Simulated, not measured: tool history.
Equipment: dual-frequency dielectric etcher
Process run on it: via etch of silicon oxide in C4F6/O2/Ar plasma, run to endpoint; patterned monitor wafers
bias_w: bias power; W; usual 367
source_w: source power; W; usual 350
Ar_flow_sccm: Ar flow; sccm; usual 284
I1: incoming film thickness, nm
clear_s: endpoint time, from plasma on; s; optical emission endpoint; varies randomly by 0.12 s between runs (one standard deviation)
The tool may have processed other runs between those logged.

run 1 day=0 | bias_w=367 source_w=390 Ar_flow_sccm=284 | I1=95.6 | clear_s=21.7
run 2 day=0.579 | bias_w=367 source_w=390 Ar_flow_sccm=284 | I1=97.6 | clear_s=22.1
run 3 day=0.892 | bias_w=367 source_w=390 Ar_flow_sccm=284 | I1=96.2 | clear_s=21.9
run 4 day=1.604 | bias_w=367 source_w=350 Ar_flow_sccm=284 | I1=96.2 | clear_s=23
run 5 day=2.296 | bias_w=367 source_w=350 Ar_flow_sccm=284 | I1=96.4 | clear_s=23
-- day=3.992 Ar flow controller replaced
run 6 day=4.512 | bias_w=367 source_w=350 Ar_flow_sccm=284 | I1=95.3 | clear_s=22.4
-- day=4.758 bias power generator calibrated
-- day=4.938 source power generator calibrated
run 7 day=4.958 | bias_w=367 source_w=350 Ar_flow_sccm=284 | I1=94.9 | clear_s=22.3
-- day=6.058 wet clean of the chamber
-- day=6.138 upper electrode replaced
run 8 day=6.158 | bias_w=438 source_w=350 Ar_flow_sccm=254 | I1=96.8 | clear_s=21.4
run 9 day=6.242 | bias_w=367 source_w=350 Ar_flow_sccm=284 | I1=95.9 | clear_s=23.5
run 10 day=6.871 | bias_w=367 source_w=350 Ar_flow_sccm=284 | I1=96.3 | clear_s=23.7
run 11 day=7.471 | bias_w=367 source_w=350 Ar_flow_sccm=312 | I1=96.5 | clear_s=23.9
run 12 day=7.829 | bias_w=367 source_w=300 Ar_flow_sccm=284 | I1=96.2 | clear_s=25.5
run 13 day=8.425 | bias_w=284 source_w=400 Ar_flow_sccm=284 | I1=96.1 | clear_s=25.7
run 14 day=8.933 | bias_w=321 source_w=320 Ar_flow_sccm=284 | I1=95.1 | clear_s=26.4

Run 15 has not been measured yet. What should we expect?
run 15 day=9.192 | bias_w=278 source_w=410 Ar_flow_sccm=351 | I1=96 | clear_s=?

{"run 15": {"clear_s": 26}}
Without the tool's hidden state the same run would have given clear_s 26.5 s.

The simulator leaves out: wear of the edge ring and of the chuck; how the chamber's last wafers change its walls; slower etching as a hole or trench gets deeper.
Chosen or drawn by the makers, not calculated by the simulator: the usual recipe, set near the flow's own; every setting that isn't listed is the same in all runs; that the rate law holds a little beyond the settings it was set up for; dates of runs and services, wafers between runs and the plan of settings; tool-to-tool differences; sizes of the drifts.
